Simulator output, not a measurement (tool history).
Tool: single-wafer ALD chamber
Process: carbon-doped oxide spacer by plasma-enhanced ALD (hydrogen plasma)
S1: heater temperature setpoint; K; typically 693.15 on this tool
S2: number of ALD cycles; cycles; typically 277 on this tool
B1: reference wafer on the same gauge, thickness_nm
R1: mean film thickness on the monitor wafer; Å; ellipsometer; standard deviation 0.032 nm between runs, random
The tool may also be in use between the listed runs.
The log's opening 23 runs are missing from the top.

run	hour	S1	S2	B1	R1
24	339.4	699.15	323	14.935	144.99
25	349.8	693.15	277	14.949	126.32
26	364	684.15	291	14.947	136.4
27	406.8	702.15	317	14.929	141.2
28	415.8	693.15	277	14.927	126.71
29	429.3	699.15	227	14.931	102.25
30	445	701.15	305	14.911	136.07
# hour 463.7: thermocouple changed; heater temperature recalibrated
31	464.2	686.15	228	14.905	106.23
32	468.3	706.15	238	14.899	104.94
33	477.5	693.15	250	14.897	113.97
34	494.9	706.15	315	14.906	138.37
35	506.4	707.15	242	14.911	105.68
36	515.4	693.15	277	14.904	125.91
37	521.8	685.15	317	14.88	148.1
38	539.4	688.15	235	14.889	108.71
39	554.7	693.15	277	14.871	125.83
40	567.1	706.15	277	14.881	122.05
41	575.2	701.15	277	14.863	122.87
42	591.4	700.15	234	14.853	104.36

Forecast each of these 4 alternatives for the next run:
A	592.2	693.15	277	?	?
B	592.2	697.15	311	?	?
C	592.2	681.15	277	?	?
D	592.2	680.15	241	?	?

run	B1	R1
A	14.881	125.89
B	14.881	139.75
C	14.881	130.14
D	14.881	113.54
Take away the tool's hidden state, keep each run's random variation, and the runs would have read:
run	R1
A	126.22
B	140.12
C	130.49
D	113.84
